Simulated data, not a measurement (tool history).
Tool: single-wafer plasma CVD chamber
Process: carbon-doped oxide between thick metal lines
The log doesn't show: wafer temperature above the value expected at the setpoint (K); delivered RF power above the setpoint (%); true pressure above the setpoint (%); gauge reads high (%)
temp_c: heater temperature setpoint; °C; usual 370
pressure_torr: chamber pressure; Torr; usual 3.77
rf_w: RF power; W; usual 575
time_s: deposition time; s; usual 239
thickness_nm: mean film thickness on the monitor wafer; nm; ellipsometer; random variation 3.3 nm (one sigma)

run	day	temp_c	pressure_torr	rf_w	time_s	wafers since the last listed run	hours since the last thermocouple change	hours since the last RF generator calibration	hours since the last manometer calibration	hours since the showerhead was replaced	hours since the gauge calibration	read-back reference wafer on the same gauge, thickness_nm	thickness_nm
1	0	370	3.77	575	229	0	1211	1648.9	1475.7	6438.7	431.3	1339.669	1091.357
2	0.496	370	3.77	575	239	100	1222.9	1660.8	1487.6	6450.6	443.2	1339.32	1129.561
3	1.233	370	3.77	575	239	149	1240.6	1678.5	1505.3	6468.3	460.9	1341.81	1130.925
4	1.879	370	3.77	575	266	131	1256.1	1694	1520.8	6483.8	476.4	1339.373	1262.433
5	3.058	370	3.77	575	239	239	1284.4	1722.3	1549.1	6512.1	504.7	1339.105	1130.277
6	3.562	370	2.9	575	239	102	1296.5	1734.4	1561.2	6524.2	516.8	1340.239	1101.993
7	4.121	370	3.77	575	239	113	1309.9	1747.8	1574.6	6537.6	530.2	1338.548	1132.376
8	4.608	370	3.77	625	239	99	1321.6	1759.5	1586.3	6549.3	541.9	1340.698	1204.749
9	4.875	370	4.48	575	239	54	1328	1765.9	1592.7	6555.7	548.3	1338.004	1159.222
10	5.625	384	2.85	575	219	152	1346	1783.9	1610.7	6573.7	566.3	1338.981	981.397
11	6.367	383	4.04	470	225	150	1363.8	1801.7	1628.5	6591.5	584.1	1339.882	892.594
# day 6.783: capacitance manometer re-zeroed and calibrated
# day 7.021: RF generator calibrated
# day 7.338: thermocouple changed; heater temperature recalibrated
# day 7.525: showerhead replaced
12	7.546	370	3.77	630	215	20	5	12.6	18.3	0.5	612.4	1340.738	1053.847
13	7.562	370	3.77	575	275	3	5.4	13	18.7	0.9	612.8	1339.969	1258.473
14	7.679	359	4.52	635	278	23	8.2	15.8	21.5	3.7	615.6	1339.779	1439.531
# day 8.342: gauge calibrated
15	8.388	370	3.77	620	239	143	25.2	32.8	38.5	20.7	1.1	1339.83	1153.37
16	9	378	3.77	575	239	124	39.9	47.5	53.2	35.4	15.8	1340.31	1072.082
17	9.979	370	3.77	575	285	199	63.4	71	76.7	58.9	39.3	1340.204	1299.12
# day 12.167: RF generator calibrated, repeated, since the last time left the tool worse
18	12.183	357	4.61	575	261	380	116.3	0.4	129.6	111.8	92.2	1339.863	1362.388
19	12.875	370	3.77	575	229	140	132.9	17	146.2	128.4	108.8	1339.499	1126.376
20	13.475	370	3.77	575	239	121	147.3	31.4	160.6	142.8	123.2	1341.488	1169.213
21	14.162	370	3.77	575	239	139	163.8	47.9	177.1	159.3	139.7	1341.287	1167.559
22	14.479	359	4.67	535	239	64	171.4	55.5	184.7	166.9	147.3	1340.716	1174.335
23	15.175	370	4.07	575	239	141	188.1	72.2	201.4	183.6	164	1338.986	1180.403
24	15.825	370	4.29	545	239	132	203.7	87.8	217	199.2	179.6	1341.136	1149.701
25	16.233	355	3.5	650	226	82	213.5	97.6	226.8	209	189.4	1340.419	1240.032
26	16.642	357	3.77	530	197	82	223.3	107.4	236.6	218.8	199.2	1340.298	941.366
27	18.217	370	3.77	575	239	320	261.1	145.2	274.4	256.6	237	1340.285	1166.804
28	18.788	370	3.01	575	239	116	274.8	158.9	288.1	270.3	250.7	1340.439	1134.272

The tool's hidden state at each run:
wafer temperature above the value expected at the setpoint (K): 0 in every run
true pressure above the setpoint (%): 0 in every run
gauge reads high (%): 0 in every run
H1: delivered RF power above the setpoint (%)
run	H1
1	-5.21
2	-5.21
3	-5.22
4	-5.23
5	-5.24
6	-5.25
7	-5.25
8	-5.26
9	-5.26
10	-5.27
11	-5.28
12	-9.47
13	-9.48
14	-9.5
15	-9.66
16	-9.79
17	-9.99
18	-0.326
19	-0.483
20	-0.615
21	-0.762
22	-0.828
23	-0.971
24	-1.1
25	-1.18
26	-1.26
27	-1.55
28	-1.65

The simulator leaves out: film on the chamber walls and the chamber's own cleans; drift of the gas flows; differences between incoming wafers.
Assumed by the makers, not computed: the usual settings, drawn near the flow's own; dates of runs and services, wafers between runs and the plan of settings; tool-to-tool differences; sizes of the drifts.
